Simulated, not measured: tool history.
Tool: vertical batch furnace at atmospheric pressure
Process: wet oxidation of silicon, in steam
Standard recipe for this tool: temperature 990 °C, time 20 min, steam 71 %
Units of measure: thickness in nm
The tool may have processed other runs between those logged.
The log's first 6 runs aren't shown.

| run | hour | temperature | time | steam | wafers since the last listed run | hours since the last temperature calibration | hours since the steam generator was serviced | hours since the gauge calibration | read-back reference wafer on the same gauge, thickness | thickness |
|---|---|---|---|---|---|---|---|---|---|---|
| 7 | 390.3 | 990 | 20 | 71 | 1203 | 2915.3 | 936 | 944.2 | 121.15 | 135.13 |
| 8 | 428.5 | 990 | 20 | 71 | 506 | 2953.5 | 974.2 | 982.4 | 121.15 | 135.42 |
| 9 | 467.6 | 973 | 20 | 71 | 518 | 2992.6 | 1013.3 | 1021.5 | 121.3 | 110.98 |
| 10 | 561.3 | 973 | 20 | 71 | 1243 | 3086.3 | 1107 | 1115.2 | 120.9 | 111.62 |
| 11 | 648.4 | 990 | 20 | 71 | 1155 | 3173.4 | 1194.1 | 1202.3 | 120.93 | 136.3 |
| 12 | 719.3 | 990 | 20 | 71 | 940 | 3244.3 | 1265 | 1273.2 | 121.11 | 135.37 |
|  | 826.3 | steam generator serviced |
| 13 | 826.8 | 990 | 20 | 71 | 1108 | 3351.8 | 0.5 | 1380.7 | 120.85 | 135.72 |
| 14 | 870.7 | 990 | 20 | 71 | 582 | 3395.7 | 44.4 | 1424.6 | 121.07 | 136.12 |
| 15 | 973.4 | 980 | 17 | 71 | 1362 | 3498.4 | 147.1 | 1527.3 | 121 | 107.37 |
| 16 | 1044.8 | 980 | 17 | 71 | 947 | 3569.8 | 218.5 | 1598.7 | 121.08 | 106.85 |
| 17 | 1098.8 | 990 | 20 | 71 | 716 | 3623.8 | 272.5 | 1652.7 | 120.92 | 136.21 |
|  | 1166.7 | thermocouples replaced and temperature profile calibrated |
| 18 | 1199.7 | 990 | 20 | 71 | 1020 | 33 | 373.4 | 1753.6 | 120.96 | 130.79 |
| 19 | 1268.5 | 990 | 20 | 71 | 912 | 101.8 | 442.2 | 1822.4 | 120.98 | 130.82 |

Run 20 comes next. What will it give?
| 20 | 1373.4 | 980 | 17 | 71 | 1391 | 206.7 | 547.1 | 1927.3 | ? | ? |

Run 20 measured read-back reference wafer on the same gauge, thickness 121.04, thickness 101.78 nm.
If the tool had no hidden condition, the same run with the same run-to-run variation would have returned thickness 101.18 nm.
